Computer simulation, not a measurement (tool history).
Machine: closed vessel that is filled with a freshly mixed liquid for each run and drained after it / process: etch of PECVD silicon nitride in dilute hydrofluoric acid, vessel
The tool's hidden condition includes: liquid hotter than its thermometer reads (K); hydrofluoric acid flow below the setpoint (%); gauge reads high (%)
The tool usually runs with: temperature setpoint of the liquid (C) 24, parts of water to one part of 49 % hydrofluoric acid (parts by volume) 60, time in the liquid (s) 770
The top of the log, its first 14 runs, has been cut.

run,hour,temperature setpoint of the liquid (C),parts of water to one part of 49 % hydrofluoric acid (parts by volume),time in the liquid (s),wafers since the last listed run,hours since the thermometer was replaced,hours since the hydrofluoric acid flow meter was replaced,hours since the gauge calibration,"read-back film thickness of the PECVD silicon nitride reference wafer, read on the same gauge (nm)",thickness taken off the PECVD silicon nitride on a monitor wafer (Å)
15,1082.6,22.5,60,770,3619,128.1,423.3,1908,99.99,390.2
16,1115.6,24,60,1140,1738,161.1,456.3,1941,99.98,640.4
17,1180.1,28.5,60,1150,3398,225.6,520.8,2005.5,100.02,874.8
18,1231.4,24,60,770,2702,276.9,572.1,2056.8,100,439.8
19,1302.4,20.5,60,400,3740,347.9,643.1,2127.8,100,179.1
# hour 1396.4: gauge calibrated
20,1439.2,24,60,1140,7207,484.7,779.9,42.8,100.01,636.9
# hour 1532.9: hydrofluoric acid flow meter replaced
# hour 1540: thermometer replaced
21,1585.3,24,60,770,7591,45.3,52.4,188.9,100.01,436.9
22,1627.9,27,85,415,2244,87.9,95,231.5,100.01,201.5
23,1656.8,24,55,770,1522,116.8,123.9,260.4,99.99,475.4
24,1718.5,24,60,770,3250,178.5,185.6,322.1,99.98,440.6
25,1755.7,24,60,770,1959,215.7,222.8,359.3,99.98,441.5
26,1804.7,28,45,1125,2581,264.7,271.8,408.3,100.01,1122
27,1845.5,24,60,510,2149,305.5,312.6,449.1,99.98,293.8
28,1908.6,25.5,40,1205,3324,368.6,375.7,512.2,100.01,1140.6
29,1961.6,27.5,85,350,2792,421.6,428.7,565.2,100.01,178.6
30,2015.1,24,60,630,2818,475.1,482.2,618.7,100.02,364.2
31,2050.5,24,60,770,1865,510.5,517.6,654.1,100,442.1
# hour 2191.4: thermometer replaced
32,2204.5,24,40,1100,8060,13.1,671.6,808.1,100.01,903.4
33,2383.5,24,60,770,9430,192.1,850.6,987.1,100.01,424.6

Here are 3 independent what-if runs from the current tool condition. What would each one return?
A,2384.4,24,60,995,47,193,851.5,988,?,?
B,2384.4,22,50,945,47,193,851.5,988,?,?
C,2384.4,21,60,1100,47,193,851.5,988,?,?

run,"read-back film thickness of the PECVD silicon nitride reference wafer, read on the same gauge (nm)",thickness taken off the PECVD silicon nitride on a monitor wafer (Å)
A,99.97,549.6
B,99.97,545.2
C,99.97,496
Stripped of hidden state, with their random variation kept, the same runs would have yielded:
run,thickness taken off the PECVD silicon nitride on a monitor wafer (Å)
A,570.8
B,565.8
C,514.8
